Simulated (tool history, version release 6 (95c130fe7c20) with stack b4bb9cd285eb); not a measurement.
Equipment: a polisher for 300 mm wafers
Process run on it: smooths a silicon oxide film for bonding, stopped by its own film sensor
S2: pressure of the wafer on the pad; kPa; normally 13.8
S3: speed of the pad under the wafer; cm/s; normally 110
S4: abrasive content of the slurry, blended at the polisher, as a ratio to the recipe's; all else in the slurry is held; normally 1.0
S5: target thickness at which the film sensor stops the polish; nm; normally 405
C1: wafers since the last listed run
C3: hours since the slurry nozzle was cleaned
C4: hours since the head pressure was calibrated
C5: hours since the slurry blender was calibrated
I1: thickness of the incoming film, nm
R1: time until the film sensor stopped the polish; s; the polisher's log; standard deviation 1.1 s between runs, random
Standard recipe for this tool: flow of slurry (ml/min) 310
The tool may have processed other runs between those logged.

Run 1, hour 0.0: usual settings; C1 0; wafers polished on this pad 1261; C3 593.8; C4 1030.2; C5 64.9; I1 451.3. Result: R1 81.3 s.
At hour 2.7: worn pad replaced by a new one.
Run 2, hour 23.6: usual settings; C1 274; wafers polished on this pad 274; C3 617.4; C4 1053.8; C5 88.5; I1 450.3. Result: R1 80.1 s.
Run 3, hour 43.1: usual settings; C1 256; wafers polished on this pad 530; C3 636.9; C4 1073.3; C5 108.0; I1 452.6. Result: R1 85.2 s.
Run 4, hour 68.6: usual settings; C1 335; wafers polished on this pad 866; C3 662.4; C4 1098.8; C5 133.5; I1 445.3. Result: R1 76.8 s.
At hour 89.4: worn pad replaced by a new one.
Run 5, hour 101.4: usual settings but S2 15.2 kPa; C1 378; wafers polished on this pad 157; C3 695.2; C4 1131.6; C5 166.3; I1 452.3. Result: R1 85.0 s.
At hour 107.6: slurry blender recalibrated.
At hour 112.6: slurry nozzle cleaned.
Run 6, hour 129.2: usual settings but S2 15.2 kPa; C1 326; wafers polished on this pad 483; C3 16.6; C4 1159.4; C5 21.6; I1 457.3. Result: R1 76.8 s.
Run 7, hour 155.3: usual settings but S2 15.2 kPa; C1 343; wafers polished on this pad 826; C3 42.7; C4 1185.5; C5 47.7; I1 447.8. Result: R1 65.5 s.
At hour 159.3: head pressure recalibrated.
Run 8, hour 175.3: usual settings but S3 138 cm/s, S4 0.8; C1 236; wafers polished on this pad 1063; C3 62.7; C4 16.0; C5 67.7; I1 454.0. Result: R1 81.4 s.
At hour 195.9: worn pad replaced by a new one.
Run 9, hour 196.4: usual settings; C1 224; wafers polished on this pad 5; C3 83.8; C4 37.1; C5 88.8; I1 449.9. Result: R1 75.5 s.
Run 10, hour 221.4: usual settings but S5 413 nm; C1 328; wafers polished on this pad 334; C3 108.8; C4 62.1; C5 113.8; I1 451.1. Result: R1 65.4 s.
Run 11, hour 248.2: usual settings; C1 352; wafers polished on this pad 686; C3 135.6; C4 88.9; C5 140.6; I1 457.6. Result: R1 101.0 s.
At hour 252.4: slurry blender recalibrated.
Run 12, hour 264.6: usual settings but S2 16.5 kPa; C1 189; wafers polished on this pad 876; C3 152.0; C4 105.3; C5 12.2; I1 453.9. Result: R1 70.4 s.
Run 13, hour 283.4: usual settings but S4 0.7; C1 247; wafers polished on this pad 1123; C3 170.8; C4 124.1; C5 31.0; I1 456.9. Result: R1 106.2 s.
At hour 290.7: worn pad replaced by a new one.
Run 14, hour 298.1: usual settings but S4 1.1; C1 140; wafers polished on this pad 96; C3 185.5; C4 138.8; C5 45.7; I1 453.7. Result: R1 76.5 s.
Run 15, hour 328.7: usual settings but S2 17.9 kPa, S3 128 cm/s, S5 397 nm; C1 402; wafers polished on this pad 498; C3 216.1; C4 169.4; C5 76.3; I1 452.1. Result: R1 63.5 s.

5 options for the next run, each taken on its own from the tool as it stands now. Forecast them:
Run A, hour 329.1: usual settings but S4 1.2; C1 5; wafers polished on this pad 504; C3 216.5; C4 169.8; C5 76.7; I1 452.8. Result: R1 ?.
Run B, hour 329.1: usual settings but S3 140 cm/s, S5 400 nm; C1 5; wafers polished on this pad 504; C3 216.5; C4 169.8; C5 76.7; I1 452.8. Result: R1 ?.
Run C, hour 329.1: usual settings but S2 17.9 kPa, S5 416 nm; C1 5; wafers polished on this pad 504; C3 216.5; C4 169.8; C5 76.7; I1 452.8. Result: R1 ?.
Run D, hour 329.1: usual settings but S2 11.0 kPa, S5 401 nm; C1 5; wafers polished on this pad 504; C3 216.5; C4 169.8; C5 76.7; I1 452.8. Result: R1 ?.
Run E, hour 329.1: usual settings but S3 86 cm/s; C1 5; wafers polished on this pad 504; C3 216.5; C4 169.8; C5 76.7; I1 452.8. Result: R1 ?.

run     R1
  A   74.8
  B   74.7
  C   49.5
  D  108.8
  E   99.9
Without the tool's hidden state the same runs would have given:
run    R1
  A  67.5
  B  66.9
  C  44.3
  D  97.4
  E  89.4
